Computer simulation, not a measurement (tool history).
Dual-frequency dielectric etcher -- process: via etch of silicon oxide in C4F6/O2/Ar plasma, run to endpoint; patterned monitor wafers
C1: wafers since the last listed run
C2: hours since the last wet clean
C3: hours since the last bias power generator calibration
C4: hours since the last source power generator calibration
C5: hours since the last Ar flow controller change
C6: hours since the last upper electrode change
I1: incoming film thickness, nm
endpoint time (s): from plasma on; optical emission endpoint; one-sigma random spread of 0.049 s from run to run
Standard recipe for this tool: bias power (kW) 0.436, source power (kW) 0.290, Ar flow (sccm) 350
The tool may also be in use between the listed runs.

Run 1, hour 0.0: usual settings but source power (kW) 0.260; C1 0; C2 117.7; C3 4784.4; C4 2936.3; C5 950.8; C6 4391.0; I1 63.7. Result: endpoint time (s) 17.3.
Run 2, hour 44.4: usual settings; C1 788; C2 162.1; C3 4828.8; C4 2980.7; C5 995.2; C6 4435.4; I1 63.2. Result: endpoint time (s) 16.5.
At hour 85.3: upper electrode replaced.
Run 3, hour 85.8: usual settings; C1 308; C2 203.5; C3 4870.2; C4 3022.1; C5 1036.6; C6 0.5; I1 62.8. Result: endpoint time (s) 16.4.
Run 4, hour 108.0: usual settings; C1 394; C2 225.7; C3 4892.4; C4 3044.3; C5 1058.8; C6 22.7; I1 63.2. Result: endpoint time (s) 16.5.
At hour 178.3: source power generator calibrated.
Run 5, hour 178.8: usual settings; C1 1185; C2 296.5; C3 4963.2; C4 0.5; C5 1129.6; C6 93.5; I1 63.2. Result: endpoint time (s) 16.9.
Run 6, hour 207.9: usual settings; C1 516; C2 325.6; C3 4992.3; C4 29.6; C5 1158.7; C6 122.6; I1 62.5. Result: endpoint time (s) 16.8.
Run 7, hour 254.6: usual settings; C1 829; C2 372.3; C3 5039.0; C4 76.3; C5 1205.4; C6 169.3; I1 62.5. Result: endpoint time (s) 16.8.
At hour 300.9: wet clean of the chamber.
Run 8, hour 302.9: usual settings; C1 431; C2 2.0; C3 5087.3; C4 124.6; C5 1253.7; C6 217.6; I1 62.8. Result: endpoint time (s) 16.3.
Run 9, hour 355.9: usual settings but bias power (kW) 0.380, source power (kW) 0.230, Ar flow (sccm) 291; C1 940; C2 55.0; C3 5140.3; C4 177.6; C5 1306.7; C6 270.6; I1 63.4. Result: endpoint time (s) 18.6.
At hour 381.7: bias power generator calibrated.
Run 10, hour 412.9: usual settings but bias power (kW) 0.414; C1 940; C2 112.0; C3 31.2; C4 234.6; C5 1363.7; C6 327.6; I1 63.0. Result: endpoint time (s) 16.8.
Run 11, hour 449.6: usual settings but source power (kW) 0.350, Ar flow (sccm) 306; C1 651; C2 148.7; C3 67.9; C4 271.3; C5 1400.4; C6 364.3; I1 63.1. Result: endpoint time (s) 15.0.
Run 12, hour 512.4: usual settings; C1 1114; C2 211.5; C3 130.7; C4 334.1; C5 1463.2; C6 427.1; I1 63.1. Result: endpoint time (s) 16.6.
Run 13, hour 541.9: usual settings but bias power (kW) 0.529, source power (kW) 0.320, Ar flow (sccm) 395; C1 523; C2 241.0; C3 160.2; C4 363.6; C5 1492.7; C6 456.6; I1 63.3. Result: endpoint time (s) 15.1.
Run 14, hour 610.9: usual settings but bias power (kW) 0.482; C1 1224; C2 310.0; C3 229.2; C4 432.6; C5 1561.7; C6 525.6; I1 63.4. Result: endpoint time (s) 16.2.
Run 15, hour 644.0: usual settings but bias power (kW) 0.489; C1 587; C2 343.1; C3 262.3; C4 465.7; C5 1594.8; C6 558.7; I1 62.9. Result: endpoint time (s) 16.0.
Run 16, hour 714.1: usual settings but bias power (kW) 0.508, Ar flow (sccm) 389; C1 1244; C2 413.2; C3 332.4; C4 535.8; C5 1664.9; C6 628.8; I1 63.4. Result: endpoint time (s) 16.2.
At hour 748.4: wet clean of the chamber.
Run 17, hour 748.9: usual settings but bias power (kW) 0.499, Ar flow (sccm) 273; C1 191; C2 0.5; C3 367.2; C4 570.6; C5 1699.7; C6 663.6; I1 63.0. Result: endpoint time (s) 15.0.
Run 18, hour 768.3: usual settings but bias power (kW) 0.536, Ar flow (sccm) 412; C1 344; C2 19.9; C3 386.6; C4 590.0; C5 1719.1; C6 683.0; I1 63.2. Result: endpoint time (s) 15.5.
Run 19, hour 837.3: usual settings but bias power (kW) 0.347, source power (kW) 0.250, Ar flow (sccm) 379; C1 1224; C2 88.9; C3 455.6; C4 659.0; C5 1788.1; C6 752.0; I1 63.8. Result: endpoint time (s) 19.6.
Run 20, hour 868.9: usual settings but bias power (kW) 0.542, source power (kW) 0.310, Ar flow (sccm) 308; C1 560; C2 120.5; C3 487.2; C4 690.6; C5 1819.7; C6 783.6; I1 63.5. Result: endpoint time (s) 14.6.
Run 21, hour 959.7: usual settings but bias power (kW) 0.489, source power (kW) 0.250; C1 1611; C2 211.3; C3 578.0; C4 781.4; C5 1910.5; C6 874.4; I1 62.2. Result: endpoint time (s) 16.7.
At hour 998.4: Ar flow controller replaced.
Run 22, hour 1016.8: usual settings but bias power (kW) 0.483, source power (kW) 0.270, Ar flow (sccm) 318; C1 907; C2 268.4; C3 635.1; C4 838.5; C5 18.4; C6 931.5; I1 62.8. Result: endpoint time (s) 16.3.
Run 23, hour 1042.2: usual settings but bias power (kW) 0.385, source power (kW) 0.260, Ar flow (sccm) 267; C1 450; C2 293.8; C3 660.5; C4 863.9; C5 43.8; C6 956.9; I1 63.1. Result: endpoint time (s) 17.7.
Run 24, hour 1081.3: usual settings but source power (kW) 0.350, Ar flow (sccm) 430; C1 694; C2 332.9; C3 699.6; C4 903.0; C5 82.9; C6 996.0; I1 63.1. Result: endpoint time (s) 16.0.
At hour 1190.5: wet clean of the chamber.
Run 25, hour 1244.7: usual settings; C1 2474; C2 54.2; C3 863.0; C4 1066.4; C5 246.3; C6 1159.4; I1 63.1. Result: endpoint time (s) 16.4.
Run 26, hour 1443.4: usual settings but source power (kW) 0.260, Ar flow (sccm) 294; C1 3527; C2 252.9; C3 1061.7; C4 1265.1; C5 445.0; C6 1358.1; I1 63.4. Result: endpoint time (s) 17.0.
Run 27, hour 1474.5: usual settings but Ar flow (sccm) 307; C1 552; C2 284.0; C3 1092.8; C4 1296.2; C5 476.1; C6 1389.2; I1 63.3. Result: endpoint time (s) 16.5.
Run 28, hour 1539.5: usual settings but bias power (kW) 0.529, source power (kW) 0.320, Ar flow (sccm) 395; C1 1153; C2 349.0; C3 1157.8; C4 1361.2; C5 541.1; C6 1454.2; I1 63.5. Result: endpoint time (s) 15.2.

For each run, the measured value with the value that run would have given without the tool's hidden condition subtracted. The run-to-run variation is shared by both, the gauge scatter possibly not:
Unlogged tool condition in this case: etch rate over this chamber's usual, %; bias power that arrives over what is set, %; source power that arrives over what is set, %; Ar flow that arrives over what is set, %.
run  endpoint time (s)
  1               -0.1
  2               +0.0
  3               +0.0
  4               +0.1
  5               +0.4
  6               +0.5
  7               +0.5
  8               -0.1
  9               -0.1
 10               +0.0
 11               +0.0
 12               +0.1
 13               +0.1
 14               +0.3
 15               +0.3
 16               +0.4
 17               -0.1
 18               -0.1
 19               +0.0
 20               +0.1
 21               +0.2
 22               +0.3
 23               +0.3
 24               +0.3
 25               +0.0
 26               +0.2
 27               +0.2
 28               +0.3

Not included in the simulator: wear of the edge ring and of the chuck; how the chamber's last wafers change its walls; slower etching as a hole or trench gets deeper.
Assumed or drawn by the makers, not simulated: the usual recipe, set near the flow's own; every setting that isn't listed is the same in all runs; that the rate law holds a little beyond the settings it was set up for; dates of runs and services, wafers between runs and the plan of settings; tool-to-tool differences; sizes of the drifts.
